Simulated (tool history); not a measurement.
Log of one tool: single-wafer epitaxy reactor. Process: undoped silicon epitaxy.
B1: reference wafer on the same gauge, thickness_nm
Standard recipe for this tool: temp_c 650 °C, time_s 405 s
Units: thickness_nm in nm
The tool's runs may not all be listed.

{"run": 1, "hour": 0.0, "temp_c": 650, "time_s": 437, "B1": 55.665, "thickness_nm": 59.311}
{"run": 2, "hour": 8.0, "temp_c": 650, "time_s": 437, "B1": 55.696, "thickness_nm": 59.052}
{"run": 3, "hour": 21.9, "temp_c": 650, "time_s": 405, "B1": 55.699, "thickness_nm": 54.947}
{"run": 4, "hour": 33.6, "temp_c": 650, "time_s": 405, "B1": 55.703, "thickness_nm": 54.619}
{"run": 5, "hour": 50.9, "temp_c": 660, "time_s": 405, "B1": 55.72, "thickness_nm": 69.175}
{"run": 6, "hour": 68.3, "temp_c": 660, "time_s": 405, "B1": 55.738, "thickness_nm": 69.24}
{"run": 7, "hour": 79.5, "temp_c": 642, "time_s": 345, "B1": 55.699, "thickness_nm": 38.549}
{"run": 8, "hour": 92.2, "temp_c": 663, "time_s": 378, "B1": 55.714, "thickness_nm": 69.36}
{"run": 9, "hour": 106.7, "temp_c": 650, "time_s": 460, "B1": 55.702, "thickness_nm": 62.035}
{"hour": 113.4, "done": "gauge calibrated"}
{"hour": 114.7, "done": "pyrometer calibrated"}
{"run": 10, "hour": 122.3, "temp_c": 637, "time_s": 325, "B1": 55.705, "thickness_nm": 36.675}
{"run": 11, "hour": 139.8, "temp_c": 650, "time_s": 405, "B1": 55.733, "thickness_nm": 62.279}
{"run": 12, "hour": 150.8, "temp_c": 650, "time_s": 437, "B1": 55.699, "thickness_nm": 66.908}
{"run": 13, "hour": 166.7, "temp_c": 643, "time_s": 405, "B1": 55.698, "thickness_nm": 52.37}
{"run": 14, "hour": 183.1, "temp_c": 639, "time_s": 477, "B1": 55.688, "thickness_nm": 55.907}

Each row is a separate what-if for the run after 14, all from the same tool condition, not one after another. Results?
{"run": "A", "hour": 183.6, "temp_c": 650, "time_s": 405, "B1": "?", "thickness_nm": "?"}
{"run": "B", "hour": 183.6, "temp_c": 637, "time_s": 450, "B1": "?", "thickness_nm": "?"}
{"run": "C", "hour": 183.6, "temp_c": 665, "time_s": 405, "B1": "?", "thickness_nm": "?"}
{"run": "D", "hour": 183.6, "temp_c": 662, "time_s": 377, "B1": "?", "thickness_nm": "?"}
{"run": "E", "hour": 183.6, "temp_c": 658, "time_s": 405, "B1": "?", "thickness_nm": "?"}

run=A B1=55.720 thickness_nm=61.650
run=B B1=55.720 thickness_nm=50.098
run=C B1=55.720 thickness_nm=87.425
run=D B1=55.720 thickness_nm=75.963
run=E B1=55.720 thickness_nm=74.388
Stripped of hidden state, with their random variation kept, the same runs would have yielded:
run=A thickness_nm=63.845
run=B thickness_nm=51.938
run=C thickness_nm=90.428
run=D thickness_nm=78.591
run=E thickness_nm=76.986
